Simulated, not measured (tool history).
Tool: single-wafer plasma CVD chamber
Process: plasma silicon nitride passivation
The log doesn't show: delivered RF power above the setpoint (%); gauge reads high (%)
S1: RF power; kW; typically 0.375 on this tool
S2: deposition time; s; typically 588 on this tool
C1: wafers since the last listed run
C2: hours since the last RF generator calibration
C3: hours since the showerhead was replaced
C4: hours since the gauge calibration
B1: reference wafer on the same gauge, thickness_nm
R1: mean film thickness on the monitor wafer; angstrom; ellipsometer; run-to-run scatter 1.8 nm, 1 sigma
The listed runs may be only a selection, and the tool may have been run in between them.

run	day	S1	S2	C1	C2	C3	C4	B1	R1
1	0	0.375	494	0	1573	2163.6	925.2	934.333	6728.64
2	2.062	0.375	494	221	1622.5	2213.1	974.7	933.529	6723.84
3	3.629	0.375	494	168	1660.1	2250.7	1012.3	934.001	6736.97
4	5.488	0.345	665	199	1704.7	2295.3	1056.9	934.377	8868.26
5	6.767	0.345	665	137	1735.4	2326	1087.6	933.509	8906.26
6	7.883	0.345	665	120	1762.2	2352.8	1114.4	933.282	8880.02
7	10.55	0.415	622	286	1826.2	2416.8	1178.4	934.293	8715.99
8	12.912	0.375	588	253	1882.9	2473.5	1235.1	934.792	8010.09
9	14.162	0.375	588	134	1912.9	2503.5	1265.1	933.814	8019.03
# day 16.254: RF generator calibrated
10	16.571	0.375	588	223	7.6	2561.3	1322.9	933.823	8033.61
# day 17.412: gauge calibrated
11	18.133	0.375	588	167	45.1	2598.8	17.3	934.547	7999.49
# day 19.967: showerhead replaced
12	20.917	0.375	588	263	111.9	22.8	84.1	934.28	8005.53
13	23.404	0.375	588	267	171.6	82.5	143.8	933.632	8017.33
14	25.629	0.35	513	239	225	135.9	197.2	933.541	6883.68
15	26.975	0.315	634	144	257.3	168.2	229.5	934.35	8263.9
16	29.217	0.375	623	240	311.1	222	283.3	934.481	8462.65
17	32.004	0.45	482	299	378	288.9	350.2	933.575	6865.73
18	34.017	0.355	588	216	426.3	337.2	398.5	934.017	7890.43
19	35.983	0.425	549	211	473.5	384.4	445.7	933.892	7700.5
20	38.254	0.335	532	244	528	438.9	500.2	934.23	7005.99
21	40.983	0.31	668	293	593.5	504.4	565.7	933.478	8679.94
22	41.992	0.375	588	108	617.7	528.6	589.9	934.292	7997.92

Expected results for the next run?
23	43.058	0.375	588	114	643.3	554.2	615.5	?	?

B1: 933.851
R1: 8034.84 angstrom
The same run, on a tool lacking any hidden state, would have yielded R1 8034.84 angstrom.

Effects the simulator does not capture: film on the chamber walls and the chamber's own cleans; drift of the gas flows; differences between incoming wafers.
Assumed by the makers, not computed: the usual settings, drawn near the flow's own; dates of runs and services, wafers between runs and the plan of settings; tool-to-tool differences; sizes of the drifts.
